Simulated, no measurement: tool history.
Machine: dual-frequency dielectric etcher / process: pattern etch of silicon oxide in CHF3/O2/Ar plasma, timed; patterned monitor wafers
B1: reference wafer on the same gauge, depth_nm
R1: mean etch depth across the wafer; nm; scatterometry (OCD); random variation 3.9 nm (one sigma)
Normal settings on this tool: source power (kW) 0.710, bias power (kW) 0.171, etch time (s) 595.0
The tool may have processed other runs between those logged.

Run 1, hour 0.0: usual settings but bias power (kW) 0.161; B1 1070.0. Result: R1 1302.8 nm.
Run 2, hour 41.1: usual settings but bias power (kW) 0.161; B1 1070.3. Result: R1 1296.5 nm.
Run 3, hour 73.3: usual settings; B1 1069.8. Result: R1 1343.4 nm.
Run 4, hour 108.8: usual settings but bias power (kW) 0.148; B1 1070.0. Result: R1 1254.4 nm.
Run 5, hour 167.2: usual settings but bias power (kW) 0.148; B1 1069.9. Result: R1 1249.8 nm.
Run 6, hour 345.8: usual settings but etch time (s) 506.5; B1 1070.5. Result: R1 1159.2 nm.
At hour 387.4: wet clean of the chamber.
Run 7, hour 387.9: usual settings but etch time (s) 506.5; B1 1069.6. Result: R1 1132.0 nm.
Run 8, hour 415.6: usual settings; B1 1070.6. Result: R1 1337.0 nm.
Run 9, hour 451.2: usual settings; B1 1070.1. Result: R1 1326.8 nm.
At hour 456.4: bias power generator calibrated.
At hour 464.7: gauge calibrated.
Run 10, hour 491.4: usual settings but etch time (s) 552.5; B1 1069.9. Result: R1 1240.8 nm.
Run 11, hour 528.0: usual settings; B1 1069.8. Result: R1 1340.6 nm.
Run 12, hour 558.3: usual settings; B1 1070.0. Result: R1 1335.0 nm.

Run 13, settings as shown, results not yet in. Your forecast:
Run 13, hour 621.0: usual settings but bias power (kW) 0.131; B1 ?. Result: R1 ?.

{"run 13": {"B1": 1070.0, "R1": 1175.0}}
On a tool with no hidden condition, and with the same random variation, this run would have come out at R1 1165.5 nm.
